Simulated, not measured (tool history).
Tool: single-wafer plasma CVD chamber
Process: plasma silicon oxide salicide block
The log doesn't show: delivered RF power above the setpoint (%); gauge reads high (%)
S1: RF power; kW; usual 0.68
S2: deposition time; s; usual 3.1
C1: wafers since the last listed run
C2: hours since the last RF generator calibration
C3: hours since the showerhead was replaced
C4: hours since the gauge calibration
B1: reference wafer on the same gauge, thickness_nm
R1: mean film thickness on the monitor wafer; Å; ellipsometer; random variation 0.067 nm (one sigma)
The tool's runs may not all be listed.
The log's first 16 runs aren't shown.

run 17 day=20.825 | S1=0.68 S2=3.1 | C1=650 C2=1845.9 C3=4068.3 C4=718.2 | B1=28.494 | R1=326.59
run 18 day=21.908 | S1=0.68 S2=3.1 | C1=550 C2=1871.9 C3=4094.3 C4=744.2 | B1=28.479 | R1=327.38
-- day=22.592 gauge calibrated
run 19 day=23.3 | S1=0.68 S2=3.1 | C1=707 C2=1905.3 C3=4127.7 C4=17 | B1=28.501 | R1=326.33
run 20 day=23.933 | S1=0.68 S2=3.1 | C1=321 C2=1920.5 C3=4142.9 C4=32.2 | B1=28.512 | R1=325.44
run 21 day=27.796 | S1=0.68 S2=2.55 | C1=1963 C2=2013.2 C3=4235.6 C4=124.9 | B1=28.482 | R1=269.39
run 22 day=28.35 | S1=0.68 S2=3.1 | C1=281 C2=2026.5 C3=4248.9 C4=138.2 | B1=28.511 | R1=327.51
run 23 day=29.946 | S1=0.585 S2=3.28 | C1=811 C2=2064.8 C3=4287.2 C4=176.5 | B1=28.511 | R1=333.99
run 24 day=30.646 | S1=0.795 S2=3.37 | C1=355 C2=2081.6 C3=4304 C4=193.3 | B1=28.507 | R1=368.67
run 25 day=31.992 | S1=0.8 S2=3.1 | C1=684 C2=2113.9 C3=4336.3 C4=225.6 | B1=28.497 | R1=339.53
-- day=32.483 showerhead replaced
run 26 day=33.058 | S1=0.58 S2=3.27 | C1=372 C2=2139.5 C3=13.8 C4=251.2 | B1=28.5 | R1=330.74
run 27 day=33.946 | S1=0.565 S2=3.1 | C1=451 C2=2160.8 C3=35.1 C4=272.5 | B1=28.512 | R1=311.87
run 28 day=34.642 | S1=0.55 S2=2.65 | C1=353 C2=2177.5 C3=51.8 C4=289.2 | B1=28.499 | R1=264.35
-- day=35.433 RF generator calibrated
run 29 day=35.454 | S1=0.765 S2=2.6 | C1=243 C2=0.5 C3=71.3 C4=308.7 | B1=28.501 | R1=287.71
run 30 day=35.888 | S1=0.68 S2=3.1 | C1=220 C2=10.9 C3=81.7 C4=319.1 | B1=28.495 | R1=331.26
run 31 day=37.362 | S1=0.68 S2=2.97 | C1=749 C2=46.3 C3=117.1 C4=354.5 | B1=28.493 | R1=318.07
run 32 day=37.912 | S1=0.575 S2=3.55 | C1=279 C2=59.5 C3=130.3 C4=367.7 | B1=28.507 | R1=365.45

Run 33 comes next. What will it give?
run 33 day=38.508 | S1=0.68 S2=2.56 | C1=302 C2=73.8 C3=144.6 C4=382 | B1=? | R1=?

B1: 28.505
R1: 273.53 Å
Without the tool's hidden state the same run would have given R1 273.76 Å.

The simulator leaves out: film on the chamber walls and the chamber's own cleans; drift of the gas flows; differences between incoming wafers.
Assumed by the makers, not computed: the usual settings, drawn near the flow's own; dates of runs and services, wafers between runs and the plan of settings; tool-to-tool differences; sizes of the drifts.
